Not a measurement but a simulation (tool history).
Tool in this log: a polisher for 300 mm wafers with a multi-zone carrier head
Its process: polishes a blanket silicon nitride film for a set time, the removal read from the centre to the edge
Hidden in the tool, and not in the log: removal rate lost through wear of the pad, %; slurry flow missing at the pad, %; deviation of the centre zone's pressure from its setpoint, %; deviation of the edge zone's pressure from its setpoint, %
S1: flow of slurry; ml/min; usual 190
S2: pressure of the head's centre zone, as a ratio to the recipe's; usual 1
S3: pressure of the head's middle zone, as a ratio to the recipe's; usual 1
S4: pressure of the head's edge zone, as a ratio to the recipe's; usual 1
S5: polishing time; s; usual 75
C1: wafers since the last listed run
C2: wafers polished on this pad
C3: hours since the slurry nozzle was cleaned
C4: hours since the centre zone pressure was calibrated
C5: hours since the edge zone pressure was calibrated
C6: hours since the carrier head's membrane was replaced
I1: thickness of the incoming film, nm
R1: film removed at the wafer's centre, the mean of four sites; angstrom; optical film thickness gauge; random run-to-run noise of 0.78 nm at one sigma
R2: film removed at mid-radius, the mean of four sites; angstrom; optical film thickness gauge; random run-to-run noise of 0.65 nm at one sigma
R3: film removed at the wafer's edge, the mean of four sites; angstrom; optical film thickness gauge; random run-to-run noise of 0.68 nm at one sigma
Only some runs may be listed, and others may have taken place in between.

{"run": 1, "hour": 0.0, "S1": 190, "S2": 1, "S3": 1, "S4": 1, "S5": 68, "C1": 0, "C2": 1314, "C3": 130, "C4": 298.7, "C5": 221.1, "C6": 288.7, "I1": 672, "R1": 703, "R2": 699, "R3": 702}
{"hour": 31.2, "done": "worn pad replaced by a new one"}
{"run": 2, "hour": 45.0, "S1": 190, "S2": 1, "S3": 1, "S4": 1, "S5": 68, "C1": 420, "C2": 141, "C3": 175, "C4": 343.7, "C5": 266.1, "C6": 333.7, "I1": 692.9, "R1": 742, "R2": 725, "R3": 751}
{"run": 3, "hour": 79.0, "S1": 190, "S2": 1, "S3": 1, "S4": 1, "S5": 75, "C1": 348, "C2": 489, "C3": 209, "C4": 377.7, "C5": 300.1, "C6": 367.7, "I1": 677.3, "R1": 801, "R2": 798, "R3": 815}
{"run": 4, "hour": 122.0, "S1": 190, "S2": 1, "S3": 1, "S4": 1, "S5": 75, "C1": 440, "C2": 930, "C3": 252, "C4": 420.7, "C5": 343.1, "C6": 410.7, "I1": 686.3, "R1": 797, "R2": 771, "R3": 805}
{"hour": 178.8, "done": "slurry nozzle cleaned"}
{"hour": 180.4, "done": "carrier head's membrane replaced by a new one"}
{"hour": 188.4, "done": "worn pad replaced by a new one"}
{"run": 5, "hour": 193.2, "S1": 190, "S2": 1, "S3": 1, "S4": 1, "S5": 75, "C1": 662, "C2": 49, "C3": 14.4, "C4": 491.9, "C5": 414.3, "C6": 12.8, "I1": 688, "R1": 864, "R2": 852, "R3": 864}
{"run": 6, "hour": 246.0, "S1": 190, "S2": 0.95, "S3": 1, "S4": 1, "S5": 75, "C1": 541, "C2": 590, "C3": 67.2, "C4": 544.7, "C5": 467.1, "C6": 65.6, "I1": 693.1, "R1": 796, "R2": 825, "R3": 847}
{"run": 7, "hour": 286.4, "S1": 190, "S2": 0.95, "S3": 1, "S4": 1, "S5": 75, "C1": 414, "C2": 1004, "C3": 107.6, "C4": 585.1, "C5": 507.5, "C6": 106, "I1": 679.8, "R1": 763, "R2": 803, "R3": 821}
{"run": 8, "hour": 344.2, "S1": 190, "S2": 0.95, "S3": 1, "S4": 1, "S5": 75, "C1": 592, "C2": 1596, "C3": 165.4, "C4": 642.9, "C5": 565.3, "C6": 163.8, "I1": 682.2, "R1": 730, "R2": 762, "R3": 779}
{"hour": 357.6, "done": "worn pad replaced by a new one"}
{"run": 9, "hour": 390.6, "S1": 190, "S2": 1, "S3": 1, "S4": 1.05, "S5": 75, "C1": 434, "C2": 338, "C3": 211.8, "C4": 689.3, "C5": 611.7, "C6": 210.2, "I1": 693.6, "R1": 820, "R2": 795, "R3": 823}
{"run": 10, "hour": 455.7, "S1": 215, "S2": 1, "S3": 1, "S4": 1, "S5": 75, "C1": 667, "C2": 1005, "C3": 276.9, "C4": 754.4, "C5": 676.8, "C6": 275.3, "I1": 688.5, "R1": 798, "R2": 792, "R3": 815}
{"hour": 464.5, "done": "edge zone pressure recalibrated"}
{"hour": 497.7, "done": "slurry nozzle cleaned"}
{"run": 11, "hour": 498.2, "S1": 190, "S2": 1, "S3": 1, "S4": 1, "S5": 75, "C1": 404, "C2": 1410, "C3": 0.5, "C4": 796.9, "C5": 33.7, "C6": 317.8, "I1": 670.6, "R1": 824, "R2": 809, "R3": 820}
{"hour": 518.2, "done": "worn pad replaced by a new one"}
{"run": 12, "hour": 553.1, "S1": 190, "S2": 1, "S3": 0.96, "S4": 1, "S5": 58, "C1": 521, "C2": 357, "C3": 55.4, "C4": 851.8, "C5": 88.6, "C6": 372.7, "I1": 680.6, "R1": 650, "R2": 619, "R3": 647}
{"run": 13, "hour": 580.7, "S1": 190, "S2": 1, "S3": 1.06, "S4": 1, "S5": 75, "C1": 282, "C2": 640, "C3": 83, "C4": 879.4, "C5": 116.2, "C6": 400.3, "I1": 673.5, "R1": 834, "R2": 855, "R3": 828}
{"hour": 586.2, "done": "centre zone pressure recalibrated"}
{"hour": 651.3, "done": "carrier head's membrane replaced by a new one"}
{"hour": 673.3, "done": "worn pad replaced by a new one"}
{"run": 14, "hour": 674.5, "S1": 190, "S2": 1, "S3": 1, "S4": 1.07, "S5": 93, "C1": 848, "C2": 12, "C3": 176.8, "C4": 88.3, "C5": 210, "C6": 23.2, "I1": 671.3, "R1": 999, "R2": 1002, "R3": 1048}
{"run": 15, "hour": 698.9, "S1": 205, "S2": 1.1, "S3": 1.07, "S4": 1.09, "S5": 75, "C1": 250, "C2": 262, "C3": 201.2, "C4": 112.7, "C5": 234.4, "C6": 47.6, "I1": 686, "R1": 916, "R2": 859, "R3": 848}
{"run": 16, "hour": 731.0, "S1": 190, "S2": 1, "S3": 0.96, "S4": 1, "S5": 58, "C1": 328, "C2": 591, "C3": 233.3, "C4": 144.8, "C5": 266.5, "C6": 79.7, "I1": 689.6, "R1": 620, "R2": 591, "R3": 626}
{"run": 17, "hour": 780.2, "S1": 190, "S2": 0.93, "S3": 1, "S4": 1, "S5": 75, "C1": 504, "C2": 1095, "C3": 282.5, "C4": 194, "C5": 315.7, "C6": 128.9, "I1": 686.6, "R1": 727, "R2": 767, "R3": 789}
{"hour": 807.1, "done": "slurry nozzle cleaned"}
{"run": 18, "hour": 816.5, "S1": 190, "S2": 1, "S3": 1.07, "S4": 1, "S5": 94, "C1": 361, "C2": 1457, "C3": 9.4, "C4": 230.3, "C5": 352, "C6": 165.2, "I1": 674.9, "R1": 1018, "R2": 1075, "R3": 1023}
{"hour": 835.4, "done": "worn pad replaced by a new one"}
{"run": 19, "hour": 871.1, "S1": 245, "S2": 1, "S3": 1, "S4": 0.95, "S5": 75, "C1": 518, "C2": 365, "C3": 64, "C4": 284.9, "C5": 406.6, "C6": 219.8, "I1": 693.8, "R1": 888, "R2": 871, "R3": 855}

Describe how what the log doesn't record of the tool's condition differs between the last listed run preceding each entry between runs and the first listed run following it.
Logged between run 1 and run 2: worn pad replaced by a new one (hour 31.2)
  removal rate lost through wear of the pad, %: 6.06 -> 0.32; slurry flow missing at the pad, %: 29.5 -> 32.7
  measured less the result without the state, R1: -102 -> -68 angstrom; R2: -95 -> -59 angstrom; R3: -81 -> -44 angstrom
Logged between run 4 and run 5: slurry nozzle cleaned (hour 178.8); carrier head's membrane replaced by a new one (hour 180.4); worn pad replaced by a new one (hour 188.4)
  removal rate lost through wear of the pad, %: 2.33 -> 0.476; slurry flow missing at the pad, %: 35.8 -> 6.73
  measured less the result without the state, R1: -102 -> -15 angstrom; R2: -89 -> -14 angstrom; R3: -72 -> -11 angstrom
Logged between run 8 and run 9: worn pad replaced by a new one (hour 357.6)
  removal rate lost through wear of the pad, %: 6.54 -> 1.15; slurry flow missing at the pad, %: 28 -> 30.3
  measured less the result without the state, R1: -105 -> -75 angstrom; R2: -104 -> -64 angstrom; R3: -92 -> -50 angstrom
Logged between run 10 and run 11: edge zone pressure recalibrated (hour 464.5); slurry nozzle cleaned (hour 497.7)
  removal rate lost through wear of the pad, %: 3.28 -> 5.82; slurry flow missing at the pad, %: 32.3 -> 4.1
  measured less the result without the state, R1: -90 -> -57 angstrom; R2: -82 -> -56 angstrom; R3: -69 -> -55 angstrom
Logged between run 11 and run 12: worn pad replaced by a new one (hour 518.2)
  removal rate lost through wear of the pad, %: 5.82 -> 0.766; slurry flow missing at the pad, %: 4.1 -> 17.1
  measured less the result without the state, R1: -57 -> -28 angstrom; R2: -56 -> -25 angstrom; R3: -55 -> -21 angstrom
Logged between run 13 and run 14: centre zone pressure recalibrated (hour 586.2); carrier head's membrane replaced by a new one (hour 651.3); worn pad replaced by a new one (hour 673.3)
  removal rate lost through wear of the pad, %: 1.44 -> 1.08; slurry flow missing at the pad, %: 21.4 -> 30
  measured less the result without the state, R1: -53 -> -89 angstrom; R2: -50 -> -80 angstrom; R3: -38 -> -63 angstrom
Logged between run 17 and run 18: slurry nozzle cleaned (hour 807.1)
  removal rate lost through wear of the pad, %: 3.94 -> 6.21; slurry flow missing at the pad, %: 33.7 -> 5.88
  measured less the result without the state, R1: -100 -> -80 angstrom; R2: -97 -> -82 angstrom; R3: -80 -> -76 angstrom
Logged between run 18 and run 19: worn pad replaced by a new one (hour 835.4)
  removal rate lost through wear of the pad, %: 6.21 -> 0.778; slurry flow missing at the pad, %: 5.88 -> 17.7
  measured less the result without the state, R1: -80 -> -33 angstrom; R2: -82 -> -30 angstrom; R3: -76 -> -23 angstrom

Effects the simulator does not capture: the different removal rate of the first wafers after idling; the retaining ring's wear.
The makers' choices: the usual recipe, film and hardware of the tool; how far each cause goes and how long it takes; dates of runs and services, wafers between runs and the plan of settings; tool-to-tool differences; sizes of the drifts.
